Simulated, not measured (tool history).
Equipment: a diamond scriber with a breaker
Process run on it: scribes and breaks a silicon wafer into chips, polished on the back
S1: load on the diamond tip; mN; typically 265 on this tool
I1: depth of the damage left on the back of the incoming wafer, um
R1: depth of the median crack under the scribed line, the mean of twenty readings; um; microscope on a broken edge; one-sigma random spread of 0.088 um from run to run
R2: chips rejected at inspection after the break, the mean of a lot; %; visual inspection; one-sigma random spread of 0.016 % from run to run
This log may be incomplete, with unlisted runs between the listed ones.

Run 1, day 0.000: usual settings but S1 283 mN; I1 0.04. Result: R1 8.13 um, R2 0.53 %.
Run 2, day 0.738: usual settings; I1 0.01. Result: R1 8.03 um, R2 0.59 %.
Run 3, day 1.475: usual settings; I1 0.02. Result: R1 7.93 um, R2 0.64 %.
Run 4, day 2.229: usual settings; I1 0.04. Result: R1 7.85 um, R2 0.57 %.
Run 5, day 3.438: usual settings; I1 0.02. Result: R1 7.86 um, R2 0.61 %.
Run 6, day 4.138: usual settings; I1 0.04. Result: R1 7.91 um, R2 0.65 %.
Run 7, day 5.504: usual settings; I1 0.04. Result: R1 7.86 um, R2 0.65 %.
Run 8, day 6.767: usual settings; I1 0.05. Result: R1 7.87 um, R2 0.63 %.
Run 9, day 7.538: usual settings; I1 0.02. Result: R1 7.86 um, R2 0.68 %.
Run 10, day 8.788: usual settings; I1 0.04. Result: R1 7.90 um, R2 0.68 %.
Run 11, day 10.050: usual settings; I1 0.02. Result: R1 7.73 um, R2 0.71 %.
Run 12, day 11.154: usual settings; I1 0.04. Result: R1 7.67 um, R2 0.72 %.
Run 13, day 12.062: usual settings but S1 320 mN; I1 0.04. Result: R1 8.58 um, R2 0.73 %.
Run 14, day 12.908: usual settings but S1 320 mN; I1 0.04. Result: R1 8.53 um, R2 0.72 %.
Run 15, day 14.221: usual settings but S1 217 mN; I1 0.04. Result: R1 7.03 um, R2 2.42 %.
Run 16, day 15.208: usual settings; I1 0.01. Result: R1 7.83 um, R2 0.79 %.
Run 17, day 16.229: usual settings but S1 324 mN; I1 0.05. Result: R1 8.57 um, R2 0.72 %.
Run 18, day 16.888: usual settings but S1 302 mN; I1 0.01. Result: R1 8.20 um, R2 0.49 %.
Run 19, day 17.475: usual settings but S1 237 mN; I1 0.03. Result: R1 7.39 um, R2 1.64 %.
Run 20, day 18.046: usual settings but S1 237 mN; I1 0.01. Result: R1 7.30 um, R2 1.73 %.
Run 21, day 19.000: usual settings but S1 344 mN; I1 0.04. Result: R1 10.28 um, R2 5.08 %.
Run 22, day 19.654: usual settings but S1 239 mN; I1 0.02. Result: R1 8.48 um, R2 0.65 %.
Run 23, day 20.633: usual settings but S1 336 mN; I1 0.02. Result: R1 9.91 um, R2 4.60 %.
Run 24, day 21.575: usual settings; I1 0.02. Result: R1 8.98 um, R2 1.22 %.
Run 25, day 22.662: usual settings but S1 337 mN; I1 0.02. Result: R1 9.91 um, R2 4.54 %.
Run 26, day 23.383: usual settings but S1 219 mN; I1 0.01. Result: R1 8.16 um, R2 0.55 %.
Run 27, day 23.912: usual settings but S1 320 mN; I1 0.05. Result: R1 9.91 um, R2 3.80 %.
Run 28, day 24.746: usual settings but S1 210 mN; I1 0.02. Result: R1 7.96 um, R2 0.56 %.
Run 29, day 26.883: usual settings but S1 236 mN; I1 0.04. Result: R1 7.67 um, R2 0.80 %.
Run 30, day 28.088: usual settings but S1 335 mN; I1 0.01. Result: R1 9.39 um, R2 1.87 %.
Run 31, day 29.529: usual settings but S1 343 mN; I1 0.02. Result: R1 9.28 um, R2 2.10 %.
Run 32, day 30.038: usual settings but S1 300 mN; I1 0.04. Result: R1 8.74 um, R2 0.85 %.
Run 33, day 30.767: usual settings but S1 222 mN; I1 0.01. Result: R1 7.42 um, R2 1.15 %.
Run 34, day 31.575: usual settings; I1 0.02. Result: R1 7.96 um, R2 0.48 %.
Run 35, day 32.296: usual settings but S1 313 mN; I1 0.04. Result: R1 8.92 um, R2 1.19 %.
Run 36, day 33.675: usual settings but S1 186 mN; I1 0.01. Result: R1 6.92 um, R2 3.11 %.
Run 37, day 34.321: usual settings but S1 311 mN; I1 0.03. Result: R1 8.76 um, R2 1.15 %.
Run 38, day 35.108: usual settings; I1 0.01. Result: R1 8.15 um, R2 0.51 %.
Run 39, day 35.654: usual settings; I1 0.05. Result: R1 8.09 um, R2 0.54 %.
Run 40, day 36.796: usual settings; I1 0.01. Result: R1 8.10 um, R2 0.52 %.

The log once held 5 entries between its listed runs, left out of this copy. Where does each go, and what is different about the tool's unlogged condition between the listed run before it and the listed run after it?
Logged between run 7 and run 8: diamond tip replaced by a new one (day 5.654)
  deviation of the load on the tip from its setpoint, %: -7.13 -> -7.5
  measured result minus the result with no hidden state, R1: -0.29 -> -0.31 um; R2: +0.13 -> +0.13 %
Logged between run 16 and run 17: diamond tip replaced by a new one (day 15.912)
  deviation of the load on the tip from its setpoint, %: -10.3 -> -10.7
  measured result minus the result with no hidden state, R1: -0.42 -> -0.49 um; R2: +0.27 -> -0.75 %
Logged between run 20 and run 21: load on the tip recalibrated (day 18.517)
  deviation of the load on the tip from its setpoint, %: -11.4 -> 19.5
  measured result minus the result with no hidden state, R1: -0.44 -> +0.88 um; R2: +0.92 -> +2.91 %
Logged between run 28 and run 29: load on the tip recalibrated, repeated, since the last time left the tool worse (day 25.421); diamond tip replaced by a new one (day 26.862)
  deviation of the load on the tip from its setpoint, %: 19.4 -> 0.327
  measured result minus the result with no hidden state, R1: +0.68 -> +0.01 um; R2: -1.11 -> -0.01 %
